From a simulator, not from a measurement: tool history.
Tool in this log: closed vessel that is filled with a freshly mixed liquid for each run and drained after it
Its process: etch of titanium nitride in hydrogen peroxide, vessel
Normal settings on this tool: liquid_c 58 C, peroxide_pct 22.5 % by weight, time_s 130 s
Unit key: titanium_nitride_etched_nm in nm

run,hour,liquid_c,peroxide_pct,time_s,"read-back film thickness of the titanium nitride reference wafer, read on the same gauge (nm)",titanium_nitride_etched_nm
1,0,58,22.5,130,50,14.75
2,82.5,58,22.5,130,49.98,14.74
3,162.8,58,22.5,130,50,14.68
4,201.2,58,22.5,130,49.99,14.82
5,291.1,58,22.5,130,50.02,14.61
6,341.6,58,22.5,130,50.03,14.7
7,383.9,58,22.5,130,49.98,14.58
# hour 399.6: new drum of peroxide connected
8,482.8,58,22.5,130,50.02,14.65
9,534.5,58,22.5,130,50.02,14.62
10,603.8,58,22.5,130,49.99,14.62
# hour 652.6: peroxide flow meter replaced
11,664.3,58,22.5,130,50.02,14.61
# hour 667.5: thermometer replaced
12,710.3,58,22.5,130,50,14.78
# hour 801.6: new drum of peroxide connected
13,815.7,58,22.5,130,50,14.68
14,918.5,58,28,130,50,15.4
15,1007.8,58,22.5,110,49.99,12.39
16,1083.6,58,22.5,130,50,14.69
17,1124.9,58,22.5,130,50.01,14.71
# hour 1179.2: new drum of peroxide connected
18,1195.1,65.5,16,85,50,14.78
19,1252.8,49,22.5,130,49.98,7.77
# hour 1264.3: gauge calibrated
20,1295.4,64.5,28,80,50,14.68
21,1385.3,58,22.5,185,50.01,21.02
22,1462.6,58,19.5,130,49.98,14.2
23,1504.1,58,22.5,130,49.98,14.6
# hour 1545.5: new drum of peroxide connected
24,1561.1,61,22.5,130,50.01,18.06
25,1610,61,20.5,160,50,21.78
26,1681.8,62,16.5,75,49.98,10.45

Each row is a separate what-if for the run after 26, all from the same tool condition, not one after another. Results?
A,1682.5,58,22.5,130,?,?
B,1682.5,66,22.5,190,?,?
C,1682.5,49.5,22.5,130,?,?
D,1682.5,50,22.5,195,?,?

run,"read-back film thickness of the titanium nitride reference wafer, read on the same gauge (nm)",titanium_nitride_etched_nm
A,50,14.69
B,50,36.73
C,50,8.06
D,50,12.53
Without the tool's hidden state the same runs would have given:
run,titanium_nitride_etched_nm
A,14.69
B,36.73
C,8.06
D,12.53

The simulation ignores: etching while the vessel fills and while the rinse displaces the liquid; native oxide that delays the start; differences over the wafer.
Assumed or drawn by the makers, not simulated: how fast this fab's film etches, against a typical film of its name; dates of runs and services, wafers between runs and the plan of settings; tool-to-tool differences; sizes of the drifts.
